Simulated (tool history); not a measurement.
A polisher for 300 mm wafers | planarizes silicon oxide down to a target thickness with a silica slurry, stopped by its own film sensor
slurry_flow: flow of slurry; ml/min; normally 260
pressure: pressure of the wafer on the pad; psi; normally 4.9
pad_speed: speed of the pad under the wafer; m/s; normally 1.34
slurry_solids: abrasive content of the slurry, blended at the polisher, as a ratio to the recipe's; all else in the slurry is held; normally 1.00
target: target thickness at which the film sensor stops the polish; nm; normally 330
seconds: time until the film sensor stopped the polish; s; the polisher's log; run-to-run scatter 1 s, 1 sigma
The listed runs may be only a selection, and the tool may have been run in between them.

run    hour  slurry_flow  pressure  pad_speed  slurry_solids  target  wafers since the last listed run  wafers polished on this pad  hours since the slurry nozzle was cleaned  hours since the head pressure was calibrated  hours since the slurry blender was calibrated  hours since the conditioning disc was replaced  incoming thickness of the incoming film, nm  seconds
  1     0.0          260       4.9       1.34           1.00     330                                 0                         4114                                      524.1                                         300.6                                          451.9                                           173.2                                        660.3     78.1
  2    97.7          260       5.5       1.34           1.00     330                               854                         4969                                      621.8                                         398.3                                          549.6                                           270.9                                        670.2     74.9
      178.2  -- slurry blender recalibrated
      186.7  -- worn pad replaced by a new one
      343.6  -- slurry nozzle cleaned
  3   345.8          260       6.2       1.34           1.00     281                              2109                         1383                                        2.2                                         646.4                                          167.6                                           519.0                                        647.9     67.7
      543.3  -- conditioning disc replaced and pad reconditioned
      569.4  -- head pressure recalibrated
  4   633.5          260       6.2       1.34           1.00     281                              2481                         3864                                      289.9                                          64.1                                          455.3                                            90.2                                        668.7     70.2
  5   707.1          260       6.2       1.34           1.00     281                               643                         4508                                      363.5                                         137.7                                          528.9                                           163.8                                        666.6     72.5
      741.7  -- slurry blender recalibrated
      752.1  -- worn pad replaced by a new one
  6   761.1          260       4.9       1.34           1.00     330                               419                           78                                      417.5                                         191.7                                           19.4                                           217.8                                        666.9     75.2
  7   869.3          260       4.9       1.34           1.00     330                               946                         1025                                      525.7                                         299.9                                          127.6                                           326.0                                        657.8     72.9
  8   960.2          260       4.9       1.34           1.00     330                               795                         1820                                      616.6                                         390.8                                          218.5                                           416.9                                        655.1     72.4
  9  1137.7          260       4.9       1.34           1.00     330                              1552                         3373                                      794.1                                         568.3                                          396.0                                           594.4                                        649.7     75.8
     1166.6  -- slurry nozzle cleaned
     1178.1  -- conditioning disc replaced and pad reconditioned
 10  1180.0          305       4.9       1.34           1.00     425                               343                         3716                                       13.4                                         610.6                                          438.3                                             1.9                                        661.8     57.5
 11  1270.4          235       4.9       1.34           1.00     224                               790                         4507                                      103.8                                         701.0                                          528.7                                            92.3                                        666.3    108.8
     1310.3  -- worn pad replaced by a new one
 12  1323.0          300       4.9       1.46           1.00     330                               425                          110                                      156.4                                         753.6                                          581.3                                           144.9                                        652.1     77.9
 13  1397.2          260       4.9       1.34           1.00     330                               649                          759                                      230.6                                         827.8                                          655.5                                           219.1                                        657.8     90.1
     1405.8  -- slurry blender recalibrated
 14  1461.5          260       4.9       1.56           1.00     330                               544                         1304                                      294.9                                         892.1                                           55.7                                           283.4                                        653.9     66.1
 15  1497.7          200       4.9       1.46           1.00     330                               316                         1621                                      331.1                                         928.3                                           91.9                                           319.6                                        655.1     72.9
     1655.9  -- head pressure recalibrated
 16  1785.4          195       5.5       1.34           0.85     330                              2499                         4120                                      618.8                                         129.5                                          379.6                                           607.3                                        650.5     73.1
 17  1837.0          260       4.9       1.64           0.75     330                               451                         4572                                      670.4                                         181.1                                          431.2                                           658.9                                        662.0     74.2
     1864.8  -- conditioning disc replaced and pad reconditioned
     1917.9  -- slurry nozzle cleaned
 18  1941.7          260       4.9       1.52           1.00     330                               889                         5461                                       23.8                                         285.8                                          535.9                                            76.9                                        661.0     75.5
     2003.7  -- worn pad replaced by a new one
 19  2004.3          260       4.9       1.64           0.75     330                               512                            5                                       86.4                                         348.4                                          598.5                                           139.5                                        664.5     84.5
 20  2070.7          260       4.9       1.34           1.00     330                               580                          585                                      152.8                                         414.8                                          664.9                                           205.9                                        664.1     90.7
     2087.3  -- slurry blender recalibrated
 21  2138.6          260       4.9       1.34           1.00     330                               576                         1162                                      220.7                                         482.7                                           51.3                                           273.8                                        661.7     79.5
 22  2208.2          260       4.9       1.34           1.00     330                               608                         1771                                      290.3                                         552.3                                          120.9                                           343.4                                        660.5     80.8
 23  2312.3          260       4.9       1.34           0.70     440                               910                         2681                                      394.4                                         656.4                                          225.0                                           447.5                                        657.5     60.6
 24  2372.2          260       6.2       1.34           1.00     281                               523                         3205                                      454.3                                         716.3                                          284.9                                           507.4                                        656.8     74.8
 25  2425.8          260       4.9       1.34           1.00     330                               468                         3674                                      507.9                                         769.9                                          338.5                                           561.0                                        650.0     79.7
     2499.7  -- head pressure recalibrated
     2508.7  -- conditioning disc replaced and pad reconditioned
 26  2615.8          260       3.8       1.34           1.00     262                              1627                         5301                                      697.9                                         116.1                                          528.5                                           107.1                                        652.3    124.1

Below are 3 alternative next runs, each starting from the tool's condition after run 26. Predict each:
  A  2616.2          260       4.9       1.34           1.00     330                                 3                         5305                                      698.3                                         116.5                                          528.9                                           107.5                                        655.5        ?
  B  2616.2          190       4.9       1.34           1.00     330                                 3                         5305                                      698.3                                         116.5                                          528.9                                           107.5                                        655.5        ?
  C  2616.2          260       6.0       1.34           0.70     253                                 3                         5305                                      698.3                                         116.5                                          528.9                                           107.5                                        655.5        ?

run  seconds
  A     79.9
  B     82.6
  C     91.8
What these runs would have given with no unlogged condition in the tool:
run  seconds
  A     67.4
  B     69.7
  C     76.4

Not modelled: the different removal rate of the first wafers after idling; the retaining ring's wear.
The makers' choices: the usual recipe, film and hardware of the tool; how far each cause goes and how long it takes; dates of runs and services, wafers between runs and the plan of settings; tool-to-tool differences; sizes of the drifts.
